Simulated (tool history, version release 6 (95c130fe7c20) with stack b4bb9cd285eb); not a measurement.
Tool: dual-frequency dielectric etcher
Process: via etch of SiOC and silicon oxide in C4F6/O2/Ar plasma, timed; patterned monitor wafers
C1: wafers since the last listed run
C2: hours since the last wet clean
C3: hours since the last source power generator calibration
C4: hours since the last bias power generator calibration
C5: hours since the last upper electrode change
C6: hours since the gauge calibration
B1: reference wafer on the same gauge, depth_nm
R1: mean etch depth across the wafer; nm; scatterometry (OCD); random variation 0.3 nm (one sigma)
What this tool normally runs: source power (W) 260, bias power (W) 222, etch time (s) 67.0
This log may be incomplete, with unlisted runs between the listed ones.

run 1 hour=0.0 | source_power_(W)=260 bias_power_(W)=222 etch_time_(s)=67.0 | C1=0 C2=225.0 C3=2578.0 C4=2479.2 C5=5216.5 C6=192.6 | B1=90.9 | R1=77.2
run 2 hour=16.1 | source_power_(W)=260 bias_power_(W)=222 etch_time_(s)=67.0 | C1=105 C2=241.1 C3=2594.1 C4=2495.3 C5=5232.6 C6=208.7 | B1=90.9 | R1=77.9
run 3 hour=30.4 | source_power_(W)=260 bias_power_(W)=222 etch_time_(s)=67.0 | C1=94 C2=255.4 C3=2608.4 C4=2509.6 C5=5246.9 C6=223.0 | B1=90.8 | R1=77.5
run 4 hour=38.2 | source_power_(W)=260 bias_power_(W)=222 etch_time_(s)=67.0 | C1=51 C2=263.2 C3=2616.2 C4=2517.4 C5=5254.7 C6=230.8 | B1=91.0 | R1=77.8
run 5 hour=52.1 | source_power_(W)=260 bias_power_(W)=222 etch_time_(s)=67.0 | C1=91 C2=277.1 C3=2630.1 C4=2531.3 C5=5268.6 C6=244.7 | B1=90.8 | R1=77.6
run 6 hour=60.4 | source_power_(W)=280 bias_power_(W)=222 etch_time_(s)=67.0 | C1=54 C2=285.4 C3=2638.4 C4=2539.6 C5=5276.9 C6=253.0 | B1=91.0 | R1=81.2
run 7 hour=66.5 | source_power_(W)=280 bias_power_(W)=222 etch_time_(s)=67.0 | C1=40 C2=291.5 C3=2644.5 C4=2545.7 C5=5283.0 C6=259.1 | B1=91.0 | R1=80.4
run 8 hour=77.4 | source_power_(W)=260 bias_power_(W)=222 etch_time_(s)=67.0 | C1=71 C2=302.4 C3=2655.4 C4=2556.6 C5=5293.9 C6=270.0 | B1=91.2 | R1=77.5
run 9 hour=86.3 | source_power_(W)=260 bias_power_(W)=222 etch_time_(s)=67.0 | C1=58 C2=311.3 C3=2664.3 C4=2565.5 C5=5302.8 C6=278.9 | B1=91.0 | R1=77.2
run 10 hour=102.7 | source_power_(W)=260 bias_power_(W)=222 etch_time_(s)=67.0 | C1=107 C2=327.7 C3=2680.7 C4=2581.9 C5=5319.2 C6=295.3 | B1=91.0 | R1=78.1
run 11 hour=117.3 | source_power_(W)=260 bias_power_(W)=222 etch_time_(s)=67.0 | C1=96 C2=342.3 C3=2695.3 C4=2596.5 C5=5333.8 C6=309.9 | B1=91.0 | R1=77.6
run 12 hour=129.9 | source_power_(W)=260 bias_power_(W)=222 etch_time_(s)=67.0 | C1=82 C2=354.9 C3=2707.9 C4=2609.1 C5=5346.4 C6=322.5 | B1=91.1 | R1=78.1
run 13 hour=144.4 | source_power_(W)=210 bias_power_(W)=250 etch_time_(s)=59.5 | C1=95 C2=369.4 C3=2722.4 C4=2623.6 C5=5360.9 C6=337.0 | B1=91.0 | R1=64.0
-- hour=157.6 gauge calibrated
-- hour=170.3 wet clean of the chamber
run 14 hour=170.8 | source_power_(W)=260 bias_power_(W)=252 etch_time_(s)=56.0 | C1=15 C2=0.5 C3=2748.8 C4=2650.0 C5=5387.3 C6=13.2 | B1=90.9 | R1=66.8
run 15 hour=171.4 | source_power_(W)=260 bias_power_(W)=222 etch_time_(s)=67.0 | C1=3 C2=1.1 C3=2749.4 C4=2650.6 C5=5387.9 C6=13.8 | B1=90.9 | R1=76.2
-- hour=200.6 source power generator calibrated
-- hour=209.0 upper electrode replaced
run 16 hour=209.5 | source_power_(W)=260 bias_power_(W)=175 etch_time_(s)=67.0 | C1=168 C2=39.2 C3=8.9 C4=2688.7 C5=0.5 C6=51.9 | B1=91.0 | R1=71.6
-- hour=231.0 bias power generator calibrated
run 17 hour=234.9 | source_power_(W)=260 bias_power_(W)=167 etch_time_(s)=67.0 | C1=140 C2=64.6 C3=34.3 C4=3.9 C5=25.9 C6=77.3 | B1=90.9 | R1=70.3
run 18 hour=243.2 | source_power_(W)=260 bias_power_(W)=222 etch_time_(s)=67.0 | C1=54 C2=72.9 C3=42.6 C4=12.2 C5=34.2 C6=85.6 | B1=91.0 | R1=77.2
run 19 hour=251.2 | source_power_(W)=300 bias_power_(W)=222 etch_time_(s)=72.5 | C1=52 C2=80.9 C3=50.6 C4=20.2 C5=42.2 C6=93.6 | B1=91.0 | R1=89.4
run 20 hour=264.3 | source_power_(W)=260 bias_power_(W)=222 etch_time_(s)=73.0 | C1=86 C2=94.0 C3=63.7 C4=33.3 C5=55.3 C6=106.7 | B1=90.9 | R1=83.6
run 21 hour=272.0 | source_power_(W)=260 bias_power_(W)=222 etch_time_(s)=67.0 | C1=50 C2=101.7 C3=71.4 C4=41.0 C5=63.0 C6=114.4 | B1=91.0 | R1=76.5
run 22 hour=283.4 | source_power_(W)=230 bias_power_(W)=222 etch_time_(s)=67.0 | C1=74 C2=113.1 C3=82.8 C4=52.4 C5=74.4 C6=125.8 | B1=90.9 | R1=72.2
run 23 hour=300.3 | source_power_(W)=220 bias_power_(W)=252 etch_time_(s)=60.0 | C1=111 C2=130.0 C3=99.7 C4=69.3 C5=91.3 C6=142.7 | B1=91.0 | R1=65.6
run 24 hour=316.5 | source_power_(W)=260 bias_power_(W)=222 etch_time_(s)=67.0 | C1=106 C2=146.2 C3=115.9 C4=85.5 C5=107.5 C6=158.9 | B1=90.9 | R1=77.4
run 25 hour=324.9 | source_power_(W)=260 bias_power_(W)=222 etch_time_(s)=67.0 | C1=55 C2=154.6 C3=124.3 C4=93.9 C5=115.9 C6=167.3 | B1=91.1 | R1=77.4

5 options for the next run, each taken on its own from the tool as it stands now. Forecast them:
run A hour=325.3 | source_power_(W)=260 bias_power_(W)=222 etch_time_(s)=61.0 | C1=2 C2=155.0 C3=124.7 C4=94.3 C5=116.3 C6=167.7 | B1=? | R1=?
run B hour=325.3 | source_power_(W)=290 bias_power_(W)=222 etch_time_(s)=67.0 | C1=2 C2=155.0 C3=124.7 C4=94.3 C5=116.3 C6=167.7 | B1=? | R1=?
run C hour=325.3 | source_power_(W)=260 bias_power_(W)=222 etch_time_(s)=75.0 | C1=2 C2=155.0 C3=124.7 C4=94.3 C5=116.3 C6=167.7 | B1=? | R1=?
run D hour=325.3 | source_power_(W)=310 bias_power_(W)=172 etch_time_(s)=84.5 | C1=2 C2=155.0 C3=124.7 C4=94.3 C5=116.3 C6=167.7 | B1=? | R1=?
run E hour=325.3 | source_power_(W)=210 bias_power_(W)=222 etch_time_(s)=67.0 | C1=2 C2=155.0 C3=124.7 C4=94.3 C5=116.3 C6=167.7 | B1=? | R1=?

run=A B1=90.9 R1=70.4
run=B B1=90.9 R1=81.9
run=C B1=90.9 R1=86.5
run=D B1=90.9 R1=98.9
run=E B1=90.9 R1=68.6
Without the tool's unlogged condition, the same runs would have read:
run=A R1=69.8
run=B R1=81.1
run=C R1=85.8
run=D R1=98.0
run=E R1=68.0
